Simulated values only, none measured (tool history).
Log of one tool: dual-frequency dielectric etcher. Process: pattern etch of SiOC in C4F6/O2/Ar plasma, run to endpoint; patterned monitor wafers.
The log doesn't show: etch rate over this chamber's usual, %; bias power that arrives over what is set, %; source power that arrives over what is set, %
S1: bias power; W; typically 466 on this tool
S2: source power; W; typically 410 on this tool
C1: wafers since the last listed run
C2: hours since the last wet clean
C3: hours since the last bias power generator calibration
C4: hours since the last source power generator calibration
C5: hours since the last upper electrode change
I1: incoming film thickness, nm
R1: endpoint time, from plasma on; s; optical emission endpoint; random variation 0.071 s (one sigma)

{"run": 1, "hour": 0.0, "S1": 424, "S2": 410, "C1": 0, "C2": 376.2, "C3": 2173.4, "C4": 2240.5, "C5": 2859.6, "I1": 49.18, "R1": 16.3}
{"run": 2, "hour": 50.1, "S1": 424, "S2": 410, "C1": 711, "C2": 426.3, "C3": 2223.5, "C4": 2290.6, "C5": 2909.7, "I1": 49.46, "R1": 16.4}
{"run": 3, "hour": 88.1, "S1": 424, "S2": 410, "C1": 539, "C2": 464.3, "C3": 2261.5, "C4": 2328.6, "C5": 2947.7, "I1": 49.8, "R1": 16.5}
{"run": 4, "hour": 118.2, "S1": 504, "S2": 350, "C1": 427, "C2": 494.4, "C3": 2291.6, "C4": 2358.7, "C5": 2977.8, "I1": 49.5, "R1": 16.1}
{"run": 5, "hour": 168.6, "S1": 504, "S2": 350, "C1": 715, "C2": 544.8, "C3": 2342.0, "C4": 2409.1, "C5": 3028.2, "I1": 49.64, "R1": 16.2}
{"hour": 240.1, "done": "wet clean of the chamber"}
{"run": 6, "hour": 240.6, "S1": 504, "S2": 350, "C1": 681, "C2": 0.5, "C3": 2414.0, "C4": 2481.1, "C5": 3100.2, "I1": 48.91, "R1": 16.6}
{"run": 7, "hour": 257.6, "S1": 466, "S2": 410, "C1": 241, "C2": 17.5, "C3": 2431.0, "C4": 2498.1, "C5": 3117.2, "I1": 49.65, "R1": 16.3}
{"run": 8, "hour": 304.9, "S1": 466, "S2": 410, "C1": 671, "C2": 64.8, "C3": 2478.3, "C4": 2545.4, "C5": 3164.5, "I1": 48.94, "R1": 16.0}
{"run": 9, "hour": 354.3, "S1": 466, "S2": 410, "C1": 701, "C2": 114.2, "C3": 2527.7, "C4": 2594.8, "C5": 3213.9, "I1": 48.88, "R1": 16.0}
{"run": 10, "hour": 384.7, "S1": 466, "S2": 410, "C1": 431, "C2": 144.6, "C3": 2558.1, "C4": 2625.2, "C5": 3244.3, "I1": 49.38, "R1": 16.0}
{"run": 11, "hour": 420.7, "S1": 535, "S2": 360, "C1": 511, "C2": 180.6, "C3": 2594.1, "C4": 2661.2, "C5": 3280.3, "I1": 49.7, "R1": 16.0}
{"run": 12, "hour": 471.8, "S1": 466, "S2": 410, "C1": 725, "C2": 231.7, "C3": 2645.2, "C4": 2712.3, "C5": 3331.4, "I1": 49.31, "R1": 15.8}
{"hour": 578.7, "done": "bias power generator calibrated"}
{"hour": 605.9, "done": "source power generator calibrated"}
{"run": 13, "hour": 648.0, "S1": 466, "S2": 410, "C1": 2389, "C2": 407.9, "C3": 69.3, "C4": 42.1, "C5": 3507.6, "I1": 49.93, "R1": 15.9}
{"run": 14, "hour": 688.9, "S1": 516, "S2": 410, "C1": 581, "C2": 448.8, "C3": 110.2, "C4": 83.0, "C5": 3548.5, "I1": 49.83, "R1": 14.9}
{"run": 15, "hour": 717.4, "S1": 516, "S2": 410, "C1": 404, "C2": 477.3, "C3": 138.7, "C4": 111.5, "C5": 3577.0, "I1": 49.19, "R1": 14.9}
{"run": 16, "hour": 762.8, "S1": 466, "S2": 490, "C1": 644, "C2": 522.7, "C3": 184.1, "C4": 156.9, "C5": 3622.4, "I1": 49.25, "R1": 14.3}
{"hour": 803.7, "done": "upper electrode replaced, of another model than before"}
{"run": 17, "hour": 823.4, "S1": 508, "S2": 440, "C1": 519, "C2": 583.3, "C3": 244.7, "C4": 217.5, "C5": 19.7, "I1": 49.03, "R1": 14.3}
{"hour": 860.2, "done": "wet clean of the chamber"}
{"run": 18, "hour": 880.9, "S1": 466, "S2": 410, "C1": 475, "C2": 20.7, "C3": 302.2, "C4": 275.0, "C5": 77.2, "I1": 49.32, "R1": 16.1}
{"run": 19, "hour": 927.0, "S1": 522, "S2": 380, "C1": 654, "C2": 66.8, "C3": 348.3, "C4": 321.1, "C5": 123.3, "I1": 49.0, "R1": 16.2}
{"run": 20, "hour": 987.3, "S1": 466, "S2": 410, "C1": 856, "C2": 127.1, "C3": 408.6, "C4": 381.4, "C5": 183.6, "I1": 49.47, "R1": 16.0}
{"run": 21, "hour": 1081.2, "S1": 466, "S2": 410, "C1": 1333, "C2": 221.0, "C3": 502.5, "C4": 475.3, "C5": 277.5, "I1": 49.29, "R1": 15.8}
{"run": 22, "hour": 1126.7, "S1": 580, "S2": 470, "C1": 646, "C2": 266.5, "C3": 548.0, "C4": 520.8, "C5": 323.0, "I1": 49.63, "R1": 13.8}
{"run": 23, "hour": 1151.9, "S1": 532, "S2": 410, "C1": 357, "C2": 291.7, "C3": 573.2, "C4": 546.0, "C5": 348.2, "I1": 49.45, "R1": 15.1}
{"run": 24, "hour": 1189.4, "S1": 466, "S2": 410, "C1": 532, "C2": 329.2, "C3": 610.7, "C4": 583.5, "C5": 385.7, "I1": 49.64, "R1": 15.9}
{"run": 25, "hour": 1213.8, "S1": 466, "S2": 320, "C1": 346, "C2": 353.6, "C3": 635.1, "C4": 607.9, "C5": 410.1, "I1": 49.48, "R1": 18.3}
{"run": 26, "hour": 1251.7, "S1": 513, "S2": 460, "C1": 538, "C2": 391.5, "C3": 673.0, "C4": 645.8, "C5": 448.0, "I1": 49.69, "R1": 14.3}
{"run": 27, "hour": 1303.2, "S1": 379, "S2": 340, "C1": 731, "C2": 443.0, "C3": 724.5, "C4": 697.3, "C5": 499.5, "I1": 49.36, "R1": 18.7}
{"run": 28, "hour": 1348.4, "S1": 423, "S2": 330, "C1": 642, "C2": 488.2, "C3": 769.7, "C4": 742.5, "C5": 544.7, "I1": 49.24, "R1": 18.3}
{"run": 29, "hour": 1375.0, "S1": 466, "S2": 410, "C1": 377, "C2": 514.8, "C3": 796.3, "C4": 769.1, "C5": 571.3, "I1": 49.51, "R1": 15.5}
{"run": 30, "hour": 1401.2, "S1": 399, "S2": 380, "C1": 372, "C2": 541.0, "C3": 822.5, "C4": 795.3, "C5": 597.5, "I1": 49.41, "R1": 17.0}
{"hour": 1456.1, "done": "wet clean of the chamber"}
{"run": 31, "hour": 1456.6, "S1": 466, "S2": 410, "C1": 446, "C2": 0.5, "C3": 877.9, "C4": 850.7, "C5": 652.9, "I1": 49.33, "R1": 16.1}

Predict each of these 5 candidate next runs independently; none follows another, all start after run 31:
{"run": "A", "hour": 1457.0, "S1": 466, "S2": 410, "C1": 5, "C2": 0.9, "C3": 878.3, "C4": 851.1, "C5": 653.3, "I1": 49.54, "R1": "?"}
{"run": "B", "hour": 1457.0, "S1": 527, "S2": 330, "C1": 5, "C2": 0.9, "C3": 878.3, "C4": 851.1, "C5": 653.3, "I1": 49.54, "R1": "?"}
{"run": "C", "hour": 1457.0, "S1": 388, "S2": 320, "C1": 5, "C2": 0.9, "C3": 878.3, "C4": 851.1, "C5": 653.3, "I1": 49.54, "R1": "?"}
{"run": "D", "hour": 1457.0, "S1": 527, "S2": 500, "C1": 5, "C2": 0.9, "C3": 878.3, "C4": 851.1, "C5": 653.3, "I1": 49.54, "R1": "?"}
{"run": "E", "hour": 1457.0, "S1": 466, "S2": 440, "C1": 5, "C2": 0.9, "C3": 878.3, "C4": 851.1, "C5": 653.3, "I1": 49.54, "R1": "?"}

run=A R1=16.0
run=B R1=17.7
run=C R1=19.8
run=D R1=13.8
run=E R1=15.4
What these runs would have given with no unlogged condition in the tool:
run=A R1=16.0
run=B R1=17.7
run=C R1=19.9
run=D R1=13.8
run=E R1=15.4

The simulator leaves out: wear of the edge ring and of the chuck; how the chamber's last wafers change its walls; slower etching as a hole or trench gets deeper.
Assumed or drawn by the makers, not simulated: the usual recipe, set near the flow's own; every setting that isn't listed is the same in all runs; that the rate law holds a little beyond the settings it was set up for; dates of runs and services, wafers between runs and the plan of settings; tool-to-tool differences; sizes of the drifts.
